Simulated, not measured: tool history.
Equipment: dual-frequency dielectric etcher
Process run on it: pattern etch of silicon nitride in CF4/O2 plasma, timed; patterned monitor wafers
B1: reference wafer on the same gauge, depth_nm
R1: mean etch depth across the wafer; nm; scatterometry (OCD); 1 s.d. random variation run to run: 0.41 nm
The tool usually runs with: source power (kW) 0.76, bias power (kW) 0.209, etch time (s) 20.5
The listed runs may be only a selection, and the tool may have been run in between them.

{"run": 1, "hour": 0.0, "source power (kW)": 0.76, "bias power (kW)": 0.209, "etch time (s)": 20.5, "B1": 64.4, "R1": 65.4}
{"run": 2, "hour": 88.1, "source power (kW)": 0.76, "bias power (kW)": 0.209, "etch time (s)": 20.5, "B1": 64.5, "R1": 65.7}
{"run": 3, "hour": 137.2, "source power (kW)": 0.76, "bias power (kW)": 0.209, "etch time (s)": 20.5, "B1": 64.5, "R1": 65.8}
{"run": 4, "hour": 182.3, "source power (kW)": 0.76, "bias power (kW)": 0.209, "etch time (s)": 20.5, "B1": 64.4, "R1": 66.2}
{"run": 5, "hour": 260.4, "source power (kW)": 0.76, "bias power (kW)": 0.209, "etch time (s)": 20.5, "B1": 64.3, "R1": 67.1}
{"hour": 318.9, "done": "wet clean of the chamber"}
{"run": 6, "hour": 364.4, "source power (kW)": 0.76, "bias power (kW)": 0.209, "etch time (s)": 20.5, "B1": 64.5, "R1": 63.5}
{"run": 7, "hour": 438.1, "source power (kW)": 0.76, "bias power (kW)": 0.209, "etch time (s)": 25.5, "B1": 64.4, "R1": 80.8}
{"run": 8, "hour": 523.7, "source power (kW)": 0.76, "bias power (kW)": 0.209, "etch time (s)": 25.5, "B1": 64.4, "R1": 81.7}
{"run": 9, "hour": 631.7, "source power (kW)": 0.76, "bias power (kW)": 0.209, "etch time (s)": 20.5, "B1": 64.4, "R1": 65}
{"hour": 700.1, "done": "wet clean of the chamber"}
{"hour": 703.1, "done": "source power generator calibrated"}
{"run": 10, "hour": 706.3, "source power (kW)": 0.76, "bias power (kW)": 0.209, "etch time (s)": 20.5, "B1": 64.5, "R1": 66.4}
{"run": 11, "hour": 784.8, "source power (kW)": 0.76, "bias power (kW)": 0.209, "etch time (s)": 20.5, "B1": 64.6, "R1": 66.9}
{"hour": 805.8, "done": "bias power generator calibrated"}
{"run": 12, "hour": 832.6, "source power (kW)": 0.76, "bias power (kW)": 0.198, "etch time (s)": 20.5, "B1": 64.3, "R1": 65.7}
{"run": 13, "hour": 906.3, "source power (kW)": 0.76, "bias power (kW)": 0.209, "etch time (s)": 20.5, "B1": 64.5, "R1": 66.5}
{"hour": 919.2, "done": "gauge calibrated"}
{"run": 14, "hour": 961.3, "source power (kW)": 0.65, "bias power (kW)": 0.251, "etch time (s)": 14.5, "B1": 64.5, "R1": 41.8}
{"run": 15, "hour": 1039.7, "source power (kW)": 0.76, "bias power (kW)": 0.196, "etch time (s)": 15, "B1": 64.5, "R1": 48.4}
{"hour": 1087.8, "done": "wet clean of the chamber"}
{"run": 16, "hour": 1139.3, "source power (kW)": 0.76, "bias power (kW)": 0.209, "etch time (s)": 20.5, "B1": 64.4, "R1": 65.4}
{"run": 17, "hour": 1234.4, "source power (kW)": 0.76, "bias power (kW)": 0.209, "etch time (s)": 20.5, "B1": 64.4, "R1": 65.1}
{"hour": 1262.5, "done": "upper electrode replaced"}
{"run": 18, "hour": 1271.0, "source power (kW)": 0.84, "bias power (kW)": 0.209, "etch time (s)": 19, "B1": 64.5, "R1": 67.2}
{"run": 19, "hour": 1316.1, "source power (kW)": 0.64, "bias power (kW)": 0.209, "etch time (s)": 24.5, "B1": 64.2, "R1": 65.7}
{"run": 20, "hour": 1411.2, "source power (kW)": 0.6, "bias power (kW)": 0.209, "etch time (s)": 26, "B1": 64.5, "R1": 65.6}
{"hour": 1443.2, "done": "wet clean of the chamber"}
{"run": 21, "hour": 1452.2, "source power (kW)": 0.94, "bias power (kW)": 0.253, "etch time (s)": 15, "B1": 64.4, "R1": 60.8}
{"run": 22, "hour": 1646.4, "source power (kW)": 0.76, "bias power (kW)": 0.209, "etch time (s)": 20.5, "B1": 64.4, "R1": 65}
{"run": 23, "hour": 1725.6, "source power (kW)": 0.95, "bias power (kW)": 0.209, "etch time (s)": 20.5, "B1": 64.3, "R1": 82.5}
{"hour": 1821.7, "done": "wet clean of the chamber"}
{"run": 24, "hour": 1948.0, "source power (kW)": 0.76, "bias power (kW)": 0.196, "etch time (s)": 15, "B1": 64.4, "R1": 46.4}
{"run": 25, "hour": 2000.7, "source power (kW)": 0.58, "bias power (kW)": 0.259, "etch time (s)": 15.5, "B1": 64.4, "R1": 38.1}

Per-run results on a tool with no hidden state, each run keeping its own random variation:
The hidden state here: etch rate over this chamber's usual, %; source power that arrives over what is set, %; bias power that arrives over what is set, %; gauge reads high (%).
run=1 R1=67.1
run=2 R1=66.8
run=3 R1=66.4
run=4 R1=66.5
run=5 R1=66.9
run=6 R1=67
run=7 R1=84.5
run=8 R1=84.5
run=9 R1=66.4
run=10 R1=67.3
run=11 R1=67.5
run=12 R1=66.2
run=13 R1=66.7
run=14 R1=41.8
run=15 R1=48
run=16 R1=67.4
run=17 R1=66.6
run=18 R1=68.5
run=19 R1=66.7
run=20 R1=66.1
run=21 R1=64
run=22 R1=67
run=23 R1=84.3
run=24 R1=48.6
run=25 R1=39.6

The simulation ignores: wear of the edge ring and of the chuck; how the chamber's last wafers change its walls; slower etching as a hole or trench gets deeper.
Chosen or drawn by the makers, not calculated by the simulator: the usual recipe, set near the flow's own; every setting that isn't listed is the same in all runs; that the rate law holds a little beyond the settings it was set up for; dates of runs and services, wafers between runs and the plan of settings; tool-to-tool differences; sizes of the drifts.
